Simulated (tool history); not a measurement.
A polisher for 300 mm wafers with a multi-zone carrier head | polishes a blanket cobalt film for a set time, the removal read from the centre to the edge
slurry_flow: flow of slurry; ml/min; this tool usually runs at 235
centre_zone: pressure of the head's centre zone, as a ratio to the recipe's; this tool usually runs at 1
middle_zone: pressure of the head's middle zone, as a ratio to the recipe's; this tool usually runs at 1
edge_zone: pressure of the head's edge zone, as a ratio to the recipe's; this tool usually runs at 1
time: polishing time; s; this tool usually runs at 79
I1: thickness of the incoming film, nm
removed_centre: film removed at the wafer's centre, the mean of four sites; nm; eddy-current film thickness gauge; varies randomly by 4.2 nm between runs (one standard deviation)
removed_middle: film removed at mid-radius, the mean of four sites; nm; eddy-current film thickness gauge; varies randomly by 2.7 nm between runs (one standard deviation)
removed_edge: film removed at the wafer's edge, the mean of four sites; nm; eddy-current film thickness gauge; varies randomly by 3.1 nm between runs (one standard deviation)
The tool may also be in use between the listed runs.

run 1 hour=0 | slurry_flow=260 centre_zone=1 middle_zone=0.95 edge_zone=1 time=79 | I1=1567.7 | removed_centre=319.9 removed_middle=301.6 removed_edge=312.5
run 2 hour=97.6 | slurry_flow=235 centre_zone=1 middle_zone=1 edge_zone=1 time=79 | I1=1589.5 | removed_centre=311.8 removed_middle=309 removed_edge=310.4
run 3 hour=147.2 | slurry_flow=235 centre_zone=1 middle_zone=1 edge_zone=1 time=79 | I1=1600 | removed_centre=320 removed_middle=307.3 removed_edge=312.4
run 4 hour=201 | slurry_flow=260 centre_zone=1.05 middle_zone=0.89 edge_zone=1 time=69 | I1=1591.3 | removed_centre=291.9 removed_middle=247.4 removed_edge=278.4
run 5 hour=308.5 | slurry_flow=235 centre_zone=1 middle_zone=1 edge_zone=1 time=79 | I1=1597.6 | removed_centre=318.5 removed_middle=312.5 removed_edge=311
run 6 hour=396.8 | slurry_flow=235 centre_zone=1 middle_zone=1 edge_zone=1 time=79 | I1=1575.5 | removed_centre=325 removed_middle=311.2 removed_edge=317.2
run 7 hour=457.1 | slurry_flow=235 centre_zone=1 middle_zone=1.07 edge_zone=1 time=79 | I1=1574.8 | removed_centre=318.6 removed_middle=324.7 removed_edge=306.1
-- hour=502.7 carrier head's membrane replaced by a new one
-- hour=531.4 worn pad replaced by a new one
run 8 hour=557.6 | slurry_flow=235 centre_zone=1 middle_zone=1 edge_zone=1 time=79 | I1=1613.4 | removed_centre=329.8 removed_middle=312.7 removed_edge=312.6
-- hour=565.6 slurry nozzle cleaned
-- hour=576.9 edge zone pressure recalibrated
run 9 hour=649.5 | slurry_flow=205 centre_zone=1.06 middle_zone=1.1 edge_zone=1 time=79 | I1=1595.2 | removed_centre=344.8 removed_middle=323.9 removed_edge=301.1
run 10 hour=722.8 | slurry_flow=235 centre_zone=0.89 middle_zone=1.03 edge_zone=1.05 time=63 | I1=1581.1 | removed_centre=239.6 removed_middle=253.8 removed_edge=250.5
run 11 hour=767.3 | slurry_flow=235 centre_zone=1 middle_zone=0.93 edge_zone=1 time=79 | I1=1579.7 | removed_centre=334.1 removed_middle=290.6 removed_edge=309.3
run 12 hour=870.6 | slurry_flow=235 centre_zone=1 middle_zone=0.88 edge_zone=1 time=79 | I1=1595.3 | removed_centre=335.6 removed_middle=274.9 removed_edge=306.3
run 13 hour=945.4 | slurry_flow=180 centre_zone=1 middle_zone=1 edge_zone=1 time=61 | I1=1584.2 | removed_centre=246.6 removed_middle=228.9 removed_edge=229.4
-- hour=963.6 centre zone pressure recalibrated
run 14 hour=1041.1 | slurry_flow=315 centre_zone=1.12 middle_zone=0.96 edge_zone=0.9 time=79 | I1=1578.5 | removed_centre=360.7 removed_middle=308.6 removed_edge=304.5
run 15 hour=1125.3 | slurry_flow=235 centre_zone=1.04 middle_zone=1 edge_zone=1 time=79 | I1=1608.6 | removed_centre=322.5 removed_middle=306.8 removed_edge=311.8
-- hour=1140.5 worn pad replaced by a new one
-- hour=1148.7 slurry nozzle cleaned
run 16 hour=1188.6 | slurry_flow=235 centre_zone=1 middle_zone=0.92 edge_zone=0.96 time=79 | I1=1597.2 | removed_centre=313.4 removed_middle=293.3 removed_edge=304.7
run 17 hour=1254.5 | slurry_flow=235 centre_zone=1 middle_zone=1.09 edge_zone=1 time=79 | I1=1563 | removed_centre=314.3 removed_middle=331.6 removed_edge=310.6
run 18 hour=1320.9 | slurry_flow=235 centre_zone=1 middle_zone=1 edge_zone=1 time=79 | I1=1570.8 | removed_centre=315.6 removed_middle=305.7 removed_edge=312.5
run 19 hour=1385.2 | slurry_flow=275 centre_zone=1.07 middle_zone=1 edge_zone=0.89 time=67 | I1=1585.1 | removed_centre=292.6 removed_middle=268.7 removed_edge=252.8
run 20 hour=1485.6 | slurry_flow=185 centre_zone=0.88 middle_zone=0.97 edge_zone=1 time=98 | I1=1563.3 | removed_centre=324.6 removed_middle=358.5 removed_edge=368.8
run 21 hour=1589.1 | slurry_flow=185 centre_zone=0.88 middle_zone=0.97 edge_zone=1 time=98 | I1=1580.6 | removed_centre=339 removed_middle=358.3 removed_edge=374.4
-- hour=1618.5 carrier head's membrane replaced by a new one
run 22 hour=1632.8 | slurry_flow=210 centre_zone=0.93 middle_zone=1 edge_zone=1 time=79 | I1=1584 | removed_centre=292.6 removed_middle=302.6 removed_edge=302.3

What if the next run were any one of these 4? Each begins from the tool's condition after run 22:
run A hour=1633.2 | slurry_flow=235 centre_zone=1 middle_zone=1 edge_zone=1 time=102 | I1=1586.4 | removed_centre=? removed_middle=? removed_edge=?
run B hour=1633.2 | slurry_flow=310 centre_zone=0.92 middle_zone=1 edge_zone=1 time=67 | I1=1586.4 | removed_centre=? removed_middle=? removed_edge=?
run C hour=1633.2 | slurry_flow=235 centre_zone=1 middle_zone=1.08 edge_zone=1 time=79 | I1=1586.4 | removed_centre=? removed_middle=? removed_edge=?
run D hour=1633.2 | slurry_flow=205 centre_zone=1 middle_zone=1 edge_zone=1 time=79 | I1=1586.4 | removed_centre=? removed_middle=? removed_edge=?

run=A removed_centre=404.8 removed_middle=393.4 removed_edge=404.2
run=B removed_centre=253.4 removed_middle=267 removed_edge=272.1
run=C removed_centre=313.7 removed_middle=325.3 removed_edge=312.7
run=D removed_centre=306.6 removed_middle=298.6 removed_edge=308.4
Stripped of hidden state, with their random variation kept, the same runs would have yielded:
run=A removed_centre=392.7 removed_middle=393.5 removed_edge=404.2
run=B removed_centre=245.8 removed_middle=267.1 removed_edge=272.1
run=C removed_centre=304.4 removed_middle=325.3 removed_edge=312.7
run=D removed_centre=297.4 removed_middle=298.7 removed_edge=308.4
